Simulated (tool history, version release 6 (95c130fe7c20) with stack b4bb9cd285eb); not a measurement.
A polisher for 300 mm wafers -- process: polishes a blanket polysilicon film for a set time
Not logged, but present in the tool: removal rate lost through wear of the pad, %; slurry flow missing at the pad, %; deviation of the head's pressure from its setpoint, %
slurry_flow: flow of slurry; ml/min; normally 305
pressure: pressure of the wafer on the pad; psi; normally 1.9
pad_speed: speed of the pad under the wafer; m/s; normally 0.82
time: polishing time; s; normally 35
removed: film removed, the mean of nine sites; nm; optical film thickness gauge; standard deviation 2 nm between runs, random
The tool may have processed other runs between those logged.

run   hour  slurry_flow  pressure  pad_speed  time  wafers since the last listed run  wafers polished on this pad  hours since the slurry nozzle was cleaned  hours since the head pressure was calibrated  incoming thickness of the incoming film, nm  removed
  1      0          305       1.6       0.82    35                                 0                          321                                      511.9                                         547.4                                       1721.2    137.1
  2   46.7          305       1.6       0.82    35                               682                         1004                                      558.6                                         594.1                                       1723.8    132.9
  3  104.2          305       1.6       0.82    35                               840                         1845                                      616.1                                         651.6                                       1723.9    129.6
     116.2  -- worn pad replaced by a new one
  4  143.2          305       1.9       0.82    35                               511                          394                                      655.1                                         690.6                                       1723.4      156
  5    169          305       1.9       0.82    35                               377                          771                                      680.9                                         716.4                                       1706.1      153
  6  232.5          305       1.9       0.82    35                               928                         1699                                      744.4                                         779.9                                       1748.8    149.7
     245.7  -- worn pad replaced by a new one
     249.6  -- slurry nozzle cleaned
  7  280.4          305       1.9       0.82    35                               627                          492                                       30.8                                         827.8                                       1737.8      155
  8  346.6          305       2.5       0.82    46                               967                         1460                                         97                                           894                                       1716.7    255.8
     381.6  -- worn pad replaced by a new one
  9  382.1          375       1.6       0.82    31                               460                            7                                      132.5                                         929.5                                       1726.1    125.2
 10  406.9          380       1.6       0.82    35                               362                          369                                      157.3                                         954.3                                         1718    133.5
 11    431          305       1.3       0.82    26                               352                          722                                      181.4                                         978.4                                       1723.6     78.8
     453.7  -- head pressure recalibrated
 12  485.8          235       2.4       0.82    35                               771                         1494                                      236.2                                          32.1                                       1734.1    195.2
     505.4  -- worn pad replaced by a new one
 13  529.9          355       1.9       0.82    30                               586                          358                                      280.3                                          76.2                                       1751.2    147.2
 14  555.9          380       1.6       0.82    35                               380                          738                                      306.3                                         102.2                                       1720.9    142.8

What will run 15 give?
 15  602.9          305       1.9       0.82    35                               687                         1425                                      353.3                                         149.2                                       1728.6        ?

{"run 15": {"removed": 159.2}}
Minus the tool's unlogged condition, the same run would have read removed 177.1 nm.
